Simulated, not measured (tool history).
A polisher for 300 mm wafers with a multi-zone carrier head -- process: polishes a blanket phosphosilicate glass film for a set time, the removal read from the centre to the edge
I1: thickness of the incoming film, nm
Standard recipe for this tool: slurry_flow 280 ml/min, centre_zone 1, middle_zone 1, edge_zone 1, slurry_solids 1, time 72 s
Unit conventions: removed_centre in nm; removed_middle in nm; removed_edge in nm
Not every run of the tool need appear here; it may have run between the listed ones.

Run 1, hour 0: usual settings but edge_zone 1.07; I1 3761.6. Result: removed_centre 674 nm, removed_middle 696.6 nm, removed_edge 711.5 nm.
At hour 74.4: worn pad replaced by a new one.
Run 2, hour 107.7: usual settings but middle_zone 0.94, slurry_solids 1.2; I1 3787.4. Result: removed_centre 850.9 nm, removed_middle 802 nm, removed_edge 848.5 nm.
Run 3, hour 206.8: usual settings but slurry_flow 220 ml/min, edge_zone 0.92; I1 3779.4. Result: removed_centre 695.4 nm, removed_middle 705 nm, removed_edge 685.6 nm.
At hour 223.3: slurry nozzle cleaned.
At hour 275.4: edge zone pressure recalibrated.
Run 4, hour 282.6: usual settings but middle_zone 0.89, edge_zone 1.05; I1 3829.4. Result: removed_centre 746.9 nm, removed_middle 697.7 nm, removed_edge 779.7 nm.
Run 5, hour 363.1: usual settings but time 53 s; I1 3746. Result: removed_centre 553.8 nm, removed_middle 556.3 nm, removed_edge 544.2 nm.
Run 6, hour 405.9: usual settings but slurry_flow 185 ml/min, middle_zone 0.88, edge_zone 1.11, time 58 s; I1 3708.6. Result: removed_centre 549.1 nm, removed_middle 500.2 nm, removed_edge 592.1 nm.
Run 7, hour 477: usual settings; I1 3761.2. Result: removed_centre 736.7 nm, removed_middle 722 nm, removed_edge 729.3 nm.
Run 8, hour 573.4: usual settings but time 93 s; I1 3750.3. Result: removed_centre 911.8 nm, removed_middle 919.1 nm, removed_edge 911.2 nm.
Run 9, hour 632.5: usual settings but slurry_flow 345 ml/min, centre_zone 1.11, middle_zone 0.9, time 94 s; I1 3782.1. Result: removed_centre 1003.4 nm, removed_middle 859.2 nm, removed_edge 938.8 nm.
Run 10, hour 738.8: usual settings but edge_zone 0.93; I1 3777.4. Result: removed_centre 667.5 nm, removed_middle 674.3 nm, removed_edge 647.9 nm.
At hour 749.1: worn pad replaced by a new one.
Run 11, hour 781.9: usual settings but middle_zone 1.1, time 91 s; I1 3762.8. Result: removed_centre 956.7 nm, removed_middle 1038.4 nm, removed_edge 964.8 nm.
Run 12, hour 818.5: usual settings but centre_zone 0.94; I1 3787.9. Result: removed_centre 692.8 nm, removed_middle 748.2 nm, removed_edge 766.6 nm.
At hour 844.2: carrier head's membrane replaced by a new one.
Run 13, hour 886.8: usual settings; I1 3747.6. Result: removed_centre 717.5 nm, removed_middle 723.8 nm, removed_edge 716.8 nm.
At hour 950.2: centre zone pressure recalibrated.
Run 14, hour 963.7: usual settings; I1 3786.5. Result: removed_centre 677.8 nm, removed_middle 685.5 nm, removed_edge 700.5 nm.
At hour 1030.1: slurry nozzle cleaned.
Run 15, hour 1178.5: usual settings but centre_zone 0.94, middle_zone 1.1, edge_zone 0.92; I1 3769. Result: removed_centre 672.2 nm, removed_middle 794.4 nm, removed_edge 684.9 nm.
Run 16, hour 1279.9: usual settings but slurry_flow 350 ml/min, middle_zone 0.92, edge_zone 0.9, time 55 s; I1 3818.3. Result: removed_centre 556.8 nm, removed_middle 517 nm, removed_edge 521.6 nm.
Run 17, hour 1363.4: usual settings but slurry_flow 250 ml/min, centre_zone 0.89; I1 3776.2. Result: removed_centre 618.3 nm, removed_middle 686.3 nm, removed_edge 688.2 nm.
Run 18, hour 1445.6: usual settings but slurry_flow 215 ml/min, middle_zone 1.06, time 97 s; I1 3791.1. Result: removed_centre 868.8 nm, removed_middle 918.3 nm, removed_edge 884 nm.
Run 19, hour 1547.7: usual settings but centre_zone 0.93, slurry_solids 1.3; I1 3792.3. Result: removed_centre 702 nm, removed_middle 758.4 nm, removed_edge 751.1 nm.
At hour 1556.6: worn pad replaced by a new one.
At hour 1688.1: edge zone pressure recalibrated.
At hour 1704.3: carrier head's membrane replaced by a new one.
At hour 1745.6: slurry nozzle cleaned.
Run 20, hour 1829.2: usual settings but slurry_flow 310 ml/min, centre_zone 1.06, middle_zone 1.05, time 86 s; I1 3763.3. Result: removed_centre 939.3 nm, removed_middle 944.7 nm, removed_edge 907.2 nm.
Run 21, hour 1865.5: usual settings but slurry_solids 1.15; I1 3832.2. Result: removed_centre 799.5 nm, removed_middle 809.8 nm, removed_edge 806.1 nm.
Run 22, hour 1909: usual settings; I1 3816.8. Result: removed_centre 734.6 nm, removed_middle 733.7 nm, removed_edge 727.3 nm.

Here are 3 independent what-if runs from the current tool condition. What would each one return?
Run A, hour 1909.4: usual settings but centre_zone 0.93; I1 3775.4. Result: removed_centre ?, removed_middle ?, removed_edge ?.
Run B, hour 1909.4: usual settings but centre_zone 0.96, edge_zone 0.92, slurry_solids 1.25; I1 3775.4. Result: removed_centre ?, removed_middle ?, removed_edge ?.
Run C, hour 1909.4: usual settings but slurry_flow 360 ml/min, centre_zone 1.05; I1 3775.4. Result: removed_centre ?, removed_middle ?, removed_edge ?.

run  removed_centre  removed_middle  removed_edge
  A           681.4             748         730.4
  B           798.4           848.7         796.7
  C           792.6           767.3         745.1
Take away the tool's hidden state, keep each run's random variation, and the runs would have read:
run  removed_centre  removed_middle  removed_edge
  A             733           804.2         784.3
  B           858.8           912.5         855.5
  C           851.4           823.9         799.4
